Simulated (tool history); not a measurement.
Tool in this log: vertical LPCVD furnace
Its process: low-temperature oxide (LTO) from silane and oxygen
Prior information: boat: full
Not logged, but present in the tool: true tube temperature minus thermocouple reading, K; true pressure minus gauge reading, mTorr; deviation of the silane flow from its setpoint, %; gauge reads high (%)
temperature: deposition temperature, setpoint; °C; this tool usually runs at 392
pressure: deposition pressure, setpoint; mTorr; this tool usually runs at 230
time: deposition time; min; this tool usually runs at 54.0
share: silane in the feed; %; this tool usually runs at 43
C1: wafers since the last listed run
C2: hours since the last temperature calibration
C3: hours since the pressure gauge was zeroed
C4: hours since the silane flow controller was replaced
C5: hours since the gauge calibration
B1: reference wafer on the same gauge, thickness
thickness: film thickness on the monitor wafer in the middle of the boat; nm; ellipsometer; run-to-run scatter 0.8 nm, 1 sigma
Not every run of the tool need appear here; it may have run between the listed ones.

run 1 hour=0.0 | temperature=397 pressure=190 time=54.0 share=43 | C1=0 C2=3188.8 C3=4313.9 C4=2097.7 C5=152.6 | B1=627.06 | thickness=446.47
run 2 hour=17.0 | temperature=392 pressure=230 time=54.0 share=43 | C1=242 C2=3205.8 C3=4330.9 C4=2114.7 C5=169.6 | B1=626.99 | thickness=511.53
-- hour=26.0 gauge calibrated
run 3 hour=45.1 | temperature=392 pressure=230 time=54.0 share=43 | C1=401 C2=3233.9 C3=4359.0 C4=2142.8 C5=19.1 | B1=626.84 | thickness=510.30
run 4 hour=67.1 | temperature=392 pressure=230 time=54.0 share=43 | C1=313 C2=3255.9 C3=4381.0 C4=2164.8 C5=41.1 | B1=626.91 | thickness=509.79
run 5 hour=84.0 | temperature=392 pressure=230 time=54.0 share=43 | C1=241 C2=3272.8 C3=4397.9 C4=2181.7 C5=58.0 | B1=627.03 | thickness=509.41
-- hour=129.8 silane flow controller replaced
-- hour=142.7 pressure gauge zeroed
run 6 hour=143.2 | temperature=392 pressure=230 time=54.0 share=43 | C1=318 C2=3332.0 C3=0.5 C4=13.4 C5=117.2 | B1=626.79 | thickness=530.99
run 7 hour=147.5 | temperature=392 pressure=230 time=54.0 share=43 | C1=61 C2=3336.3 C3=4.8 C4=17.7 C5=121.5 | B1=626.89 | thickness=531.42
run 8 hour=171.0 | temperature=387 pressure=230 time=54.0 share=40 | C1=335 C2=3359.8 C3=28.3 C4=41.2 C5=145.0 | B1=626.91 | thickness=459.24
run 9 hour=185.1 | temperature=387 pressure=175 time=68.5 share=43 | C1=201 C2=3373.9 C3=42.4 C4=55.3 C5=159.1 | B1=627.03 | thickness=485.75
-- hour=233.4 gauge calibrated
-- hour=235.6 thermocouples replaced and temperature profile calibrated
run 10 hour=236.1 | temperature=392 pressure=195 time=54.0 share=43 | C1=385 C2=0.5 C3=93.4 C4=106.3 C5=2.7 | B1=627.01 | thickness=451.16
run 11 hour=252.9 | temperature=392 pressure=230 time=54.0 share=43 | C1=239 C2=17.3 C3=110.2 C4=123.1 C5=19.5 | B1=627.03 | thickness=530.70
run 12 hour=270.2 | temperature=381 pressure=230 time=54.0 share=38 | C1=246 C2=34.6 C3=127.5 C4=140.4 C5=36.8 | B1=626.98 | thickness=401.55
run 13 hour=283.4 | temperature=392 pressure=230 time=62.0 share=38 | C1=188 C2=47.8 C3=140.7 C4=153.6 C5=50.0 | B1=627.20 | thickness=525.19
run 14 hour=312.9 | temperature=392 pressure=230 time=54.0 share=43 | C1=420 C2=77.3 C3=170.2 C4=183.1 C5=79.5 | B1=626.94 | thickness=530.38

What if the next run were any one of these 3? Each begins from the tool's condition after run 14:
run A hour=317.4 | temperature=392 pressure=230 time=54.0 share=43 | C1=64 C2=81.8 C3=174.7 C4=187.6 C5=84.0 | B1=? | thickness=?
run B hour=317.4 | temperature=401 pressure=230 time=68.5 share=43 | C1=64 C2=81.8 C3=174.7 C4=187.6 C5=84.0 | B1=? | thickness=?
run C hour=317.4 | temperature=392 pressure=255 time=54.0 share=48 | C1=64 C2=81.8 C3=174.7 C4=187.6 C5=84.0 | B1=? | thickness=?

run=A B1=626.78 thickness=529.85
run=B B1=626.78 thickness=741.61
run=C B1=626.78 thickness=658.63
Without the tool's unlogged condition, the same runs would have read:
run=A thickness=530.88
run=B thickness=743.00
run=C thickness=659.60

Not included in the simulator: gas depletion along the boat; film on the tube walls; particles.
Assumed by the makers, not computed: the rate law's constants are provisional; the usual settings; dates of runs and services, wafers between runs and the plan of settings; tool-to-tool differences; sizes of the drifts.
